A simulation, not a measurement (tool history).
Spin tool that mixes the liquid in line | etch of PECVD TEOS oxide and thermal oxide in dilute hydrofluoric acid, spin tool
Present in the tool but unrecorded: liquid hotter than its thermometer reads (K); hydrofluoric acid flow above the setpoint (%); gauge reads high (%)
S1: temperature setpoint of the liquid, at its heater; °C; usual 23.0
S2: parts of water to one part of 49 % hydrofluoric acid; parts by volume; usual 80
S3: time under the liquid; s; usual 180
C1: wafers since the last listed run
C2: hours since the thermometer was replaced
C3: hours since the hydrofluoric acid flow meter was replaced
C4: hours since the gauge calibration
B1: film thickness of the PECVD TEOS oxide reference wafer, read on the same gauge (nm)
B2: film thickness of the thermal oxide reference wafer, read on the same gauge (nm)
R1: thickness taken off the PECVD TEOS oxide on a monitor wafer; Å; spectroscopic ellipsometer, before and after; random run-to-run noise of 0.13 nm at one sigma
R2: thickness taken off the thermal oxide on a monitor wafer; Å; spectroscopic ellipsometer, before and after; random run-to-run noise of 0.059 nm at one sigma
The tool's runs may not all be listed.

{"run": 1, "hour": 0.0, "S1": 19.5, "S2": 80, "S3": 180, "C1": 0, "C2": 2702.1, "C3": 1741.8, "C4": 122.7, "B1": 129.99, "B2": 79.98, "R1": 299.3, "R2": 102.7}
{"run": 2, "hour": 21.9, "S1": 19.5, "S2": 80, "S3": 180, "C1": 131, "C2": 2724.0, "C3": 1763.7, "C4": 144.6, "B1": 130.01, "B2": 79.97, "R1": 298.1, "R2": 101.7}
{"run": 3, "hour": 49.6, "S1": 23.0, "S2": 110, "S3": 180, "C1": 166, "C2": 2751.7, "C3": 1791.4, "C4": 172.3, "B1": 130.02, "B2": 79.99, "R1": 242.3, "R2": 82.4}
{"run": 4, "hour": 73.6, "S1": 23.0, "S2": 110, "S3": 180, "C1": 143, "C2": 2775.7, "C3": 1815.4, "C4": 196.3, "B1": 129.99, "B2": 80.0, "R1": 242.7, "R2": 83.7}
{"run": 5, "hour": 109.3, "S1": 23.0, "S2": 80, "S3": 240, "C1": 214, "C2": 2811.4, "C3": 1851.1, "C4": 232.0, "B1": 130.0, "B2": 80.0, "R1": 462.4, "R2": 158.6}
{"run": 6, "hour": 131.7, "S1": 23.0, "S2": 80, "S3": 240, "C1": 134, "C2": 2833.8, "C3": 1873.5, "C4": 254.4, "B1": 129.96, "B2": 80.0, "R1": 461.1, "R2": 159.1}
{"run": 7, "hour": 155.7, "S1": 21.5, "S2": 80, "S3": 180, "C1": 143, "C2": 2857.8, "C3": 1897.5, "C4": 278.4, "B1": 130.01, "B2": 80.01, "R1": 324.9, "R2": 112.8}
{"run": 8, "hour": 179.9, "S1": 21.5, "S2": 80, "S3": 180, "C1": 145, "C2": 2882.0, "C3": 1921.7, "C4": 302.6, "B1": 130.02, "B2": 79.98, "R1": 329.1, "R2": 114.2}
{"run": 9, "hour": 212.4, "S1": 21.5, "S2": 80, "S3": 180, "C1": 194, "C2": 2914.5, "C3": 1954.2, "C4": 335.1, "B1": 129.99, "B2": 79.98, "R1": 327.6, "R2": 113.7}
{"hour": 241.0, "done": "hydrofluoric acid flow meter replaced"}
{"run": 10, "hour": 241.4, "S1": 23.0, "S2": 80, "S3": 180, "C1": 167, "C2": 2943.5, "C3": 0.4, "C4": 364.1, "B1": 129.97, "B2": 79.99, "R1": 309.6, "R2": 107.0}
{"run": 11, "hour": 273.9, "S1": 23.0, "S2": 80, "S3": 180, "C1": 194, "C2": 2976.0, "C3": 32.9, "C4": 396.6, "B1": 129.98, "B2": 80.01, "R1": 311.3, "R2": 106.7}
{"run": 12, "hour": 288.1, "S1": 24.5, "S2": 105, "S3": 180, "C1": 85, "C2": 2990.2, "C3": 47.1, "C4": 410.8, "B1": 130.02, "B2": 80.01, "R1": 243.5, "R2": 82.6}
{"run": 13, "hour": 303.9, "S1": 23.0, "S2": 100, "S3": 180, "C1": 94, "C2": 3006.0, "C3": 62.9, "C4": 426.6, "B1": 130.0, "B2": 80.0, "R1": 241.5, "R2": 84.1}
{"run": 14, "hour": 328.1, "S1": 23.0, "S2": 80, "S3": 180, "C1": 145, "C2": 3030.2, "C3": 87.1, "C4": 450.8, "B1": 129.99, "B2": 79.97, "R1": 309.8, "R2": 106.6}
{"run": 15, "hour": 377.7, "S1": 21.5, "S2": 80, "S3": 90, "C1": 297, "C2": 3079.8, "C3": 136.7, "C4": 500.4, "B1": 130.03, "B2": 79.99, "R1": 147.7, "R2": 51.6}

Run 16, settings as shown, results not yet in. Your forecast:
{"run": 16, "hour": 400.8, "S1": 23.0, "S2": 100, "S3": 180, "C1": 138, "C2": 3102.9, "C3": 159.8, "C4": 523.5, "B1": "?", "B2": "?", "R1": "?", "R2": "?"}

{"run 16": {"B1": 129.99, "B2": 80.0, "R1": 245.5, "R2": 83.9}}
On a tool with no hidden condition, and with the same random variation, this run would have come out at R1 218.0 Å, R2 74.5 Å.
